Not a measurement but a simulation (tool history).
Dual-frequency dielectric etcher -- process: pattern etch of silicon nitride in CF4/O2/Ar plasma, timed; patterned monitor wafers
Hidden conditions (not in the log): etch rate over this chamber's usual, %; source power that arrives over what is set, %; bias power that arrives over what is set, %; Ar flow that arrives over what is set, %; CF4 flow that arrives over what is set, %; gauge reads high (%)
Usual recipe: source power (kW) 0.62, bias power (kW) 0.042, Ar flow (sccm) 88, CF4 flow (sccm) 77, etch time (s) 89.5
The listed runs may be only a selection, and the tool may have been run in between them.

| run | hour | source power (kW) | bias power (kW) | Ar flow (sccm) | CF4 flow (sccm) | etch time (s) | wafers since the last listed run | hours since the last wet clean | hours since the last source power generator calibration | hours since the last bias power generator calibration | hours since the last Ar flow controller change | hours since the last CF4 flow controller change | hours since the last upper electrode change | hours since the gauge calibration | read-back reference wafer on the same gauge, depth_nm | mean etch depth across the wafer (nm) |
|---|---|---|---|---|---|---|---|---|---|---|---|---|---|---|---|---|
| 1 | 0 | 0.62 | 0.042 | 88 | 77 | 89.5 | 0 | 253.5 | 3478.9 | 1031.5 | 4441.8 | 2127.3 | 2846.2 | 649.8 | 186.9 | 186.2 |
| 2 | 81.1 | 0.62 | 0.042 | 88 | 77 | 89.5 | 1047 | 334.6 | 3560 | 1112.6 | 4522.9 | 2208.4 | 2927.3 | 730.9 | 186.9 | 185.3 |
|  | 148.6 | wet clean of the chamber |
| 3 | 155.8 | 0.62 | 0.042 | 88 | 77 | 89.5 | 654 | 7.2 | 3634.7 | 1187.3 | 4597.6 | 2283.1 | 3002 | 805.6 | 187 | 192.9 |
| 4 | 246.7 | 0.62 | 0.042 | 88 | 77 | 89.5 | 1173 | 98.1 | 3725.6 | 1278.2 | 4688.5 | 2374 | 3092.9 | 896.5 | 187.1 | 191.3 |
| 5 | 348.8 | 0.62 | 0.042 | 88 | 77 | 89.5 | 1318 | 200.2 | 3827.7 | 1380.3 | 4790.6 | 2476.1 | 3195 | 998.6 | 187 | 187.3 |
| 6 | 445.9 | 0.62 | 0.042 | 88 | 77 | 89.5 | 1254 | 297.3 | 3924.8 | 1477.4 | 4887.7 | 2573.2 | 3292.1 | 1095.7 | 187 | 186.1 |
|  | 485.1 | wet clean of the chamber |
| 7 | 616 | 0.62 | 0.042 | 88 | 77 | 89.5 | 1886 | 130.9 | 4094.9 | 1647.5 | 5057.8 | 2743.3 | 3462.2 | 1265.8 | 187 | 186.7 |
|  | 665.9 | gauge calibrated |
| 8 | 677.1 | 0.62 | 0.035 | 88 | 77 | 89.5 | 789 | 192 | 4156 | 1708.6 | 5118.9 | 2804.4 | 3523.3 | 11.2 | 187 | 176.8 |
|  | 727.5 | CF4 flow controller replaced |
| 9 | 728 | 0.62 | 0.042 | 88 | 77 | 89.5 | 579 | 242.9 | 4206.9 | 1759.5 | 5169.8 | 0.5 | 3574.2 | 62.1 | 187 | 185.3 |
|  | 760 | upper electrode replaced |
| 10 | 776.6 | 0.62 | 0.042 | 88 | 77 | 89.5 | 317 | 291.5 | 4255.5 | 1808.1 | 5218.4 | 49.1 | 16.6 | 110.7 | 187 | 185.1 |
|  | 827.7 | source power generator calibrated |
|  | 837.8 | wet clean of the chamber |
|  | 873.5 | Ar flow controller replaced |
|  | 875 | bias power generator calibrated |
| 11 | 879.5 | 0.62 | 0.051 | 88 | 77 | 89.5 | 1049 | 41.7 | 51.8 | 4.5 | 6 | 152 | 119.5 | 213.6 | 187 | 213 |
| 12 | 937.8 | 0.58 | 0.042 | 88 | 77 | 89.5 | 752 | 100 | 110.1 | 62.8 | 64.3 | 210.3 | 177.8 | 271.9 | 187.1 | 186.4 |
| 13 | 1040.5 | 0.62 | 0.042 | 88 | 77 | 89.5 | 1326 | 202.7 | 212.8 | 165.5 | 167 | 313 | 280.5 | 374.6 | 186.9 | 196.4 |

Run 14 is up next; what results do you expect?
| 14 | 1135.2 | 0.58 | 0.042 | 77 | 77 | 89.5 | 1223 | 297.4 | 307.5 | 260.2 | 261.7 | 407.7 | 375.2 | 469.3 | ? | ? |

Logged for run 14: read-back reference wafer on the same gauge, depth_nm 187, mean etch depth across the wafer (nm) 186.8.
If the tool had no hidden condition, the same run with the same run-to-run variation would have returned mean etch depth across the wafer (nm) 193.5.
